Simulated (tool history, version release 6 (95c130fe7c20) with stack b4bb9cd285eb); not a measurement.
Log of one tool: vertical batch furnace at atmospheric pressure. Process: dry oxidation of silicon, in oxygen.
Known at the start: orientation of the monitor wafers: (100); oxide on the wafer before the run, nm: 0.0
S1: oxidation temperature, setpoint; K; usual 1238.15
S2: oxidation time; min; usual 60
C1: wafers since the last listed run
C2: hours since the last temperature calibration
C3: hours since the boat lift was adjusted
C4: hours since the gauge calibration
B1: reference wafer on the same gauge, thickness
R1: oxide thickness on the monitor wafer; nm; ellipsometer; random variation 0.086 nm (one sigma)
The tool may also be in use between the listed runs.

run	hour	S1	S2	C1	C2	C3	C4	B1	R1
1	0	1251.15	67	0	2029.9	4942.4	383.7	36.6	45.57
2	9.8	1251.15	67	207	2039.7	4952.2	393.5	36.59	45.64
3	26.4	1249.15	38.5	350	2056.3	4968.8	410.1	36.6	31.55
4	41.1	1249.15	38.5	310	2071	4983.5	424.8	36.59	31.51
5	58.3	1238.15	49.5	363	2088.2	5000.7	442	36.59	33.81
6	100	1238.15	49.5	880	2129.9	5042.4	483.7	36.61	33.75
7	115.9	1238.15	49.5	335	2145.8	5058.3	499.6	36.6	33.71
8	132.4	1220.15	48.5	348	2162.3	5074.8	516.1	36.6	28.37
9	142.2	1220.15	48.5	207	2172.1	5084.6	525.9	36.58	28.52
10	156.1	1220.15	48.5	293	2186	5098.5	539.8	36.59	28.47
11	177.7	1238.15	60	456	2207.6	5120.1	561.4	36.6	38.29
12	195.2	1238.15	60	369	2225.1	5137.6	578.9	36.59	38.45
13	207.5	1221.15	60	259	2237.4	5149.9	591.2	36.59	33.18
14	213.8	1221.15	60	133	2243.7	5156.2	597.5	36.6	33.08
# hour 238.6: thermocouples replaced and temperature profile calibrated
15	239.1	1221.15	60	27	0.5	5181.5	622.8	36.58	31.24
16	243	1261.15	51.5	82	4.4	5185.4	626.7	36.61	40.35
17	247	1238.15	46	84	8.4	5189.4	630.7	36.6	31.15
18	257.5	1238.15	34.5	221	18.9	5199.9	641.2	36.62	26.17
19	272.2	1238.15	60	310	33.6	5214.6	655.9	36.61	37.03
20	284.5	1231.15	52	259	45.9	5226.9	668.2	36.59	31.63
21	296.6	1219.15	60	255	58	5239	680.3	36.59	30.62
# hour 332.1: boat lift adjusted
22	332.6	1256.15	75	253	94	0.5	716.3	36.6	49.47
# hour 333.2: gauge calibrated
23	336.6	1263.15	83	84	98	4.5	3.4	36.61	56.3
24	341.2	1217.15	77.5	97	102.6	9.1	8	36.59	35.75
25	352	1216.15	50.5	228	113.4	19.9	18.8	36.58	26.58
26	360.3	1238.15	60	175	121.7	28.2	27.1	36.61	37.11
27	378	1214.15	60	373	139.4	45.9	44.8	36.61	29.26
28	388.3	1230.15	51	217	149.7	56.2	55.1	36.6	31.09
29	403	1252.15	36.5	310	164.4	70.9	69.8	36.6	30.17
30	416.1	1238.15	60	276	177.5	84	82.9	36.62	37.08
31	431	1214.15	35	314	192.4	98.9	97.8	36.59	20.57
32	447.1	1238.15	60	340	208.5	115	113.9	36.61	36.96
33	464.2	1238.15	60	361	225.6	132.1	131	36.61	36.98
34	470.5	1254.15	35	133	231.9	138.4	137.3	36.6	30.04
35	483.4	1214.15	82	272	244.8	151.3	150.2	36.61	36.05
36	494.2	1226.15	31.5	228	255.6	162.1	161	36.58	22.07
37	506.4	1224.15	89.5	257	267.8	174.3	173.2	36.61	42.72
38	533.3	1254.15	38.5	568	294.7	201.2	200.1	36.6	31.74

Forecast each of these 5 alternatives for the next run:
A	537.4	1254.15	60	86	298.8	205.3	204.2	?	?
B	537.4	1238.15	78	86	298.8	205.3	204.2	?	?
C	537.4	1238.15	87	86	298.8	205.3	204.2	?	?
D	537.4	1238.15	48.5	86	298.8	205.3	204.2	?	?
E	537.4	1238.15	38	86	298.8	205.3	204.2	?	?

run	B1	R1
A	36.6	41.94
B	36.6	44.09
C	36.6	47.49
D	36.6	32.33
E	36.6	27.79
Without the tool's hidden state the same runs would have given:
run	R1
A	41.65
B	43.81
C	47.19
D	32.13
E	27.61
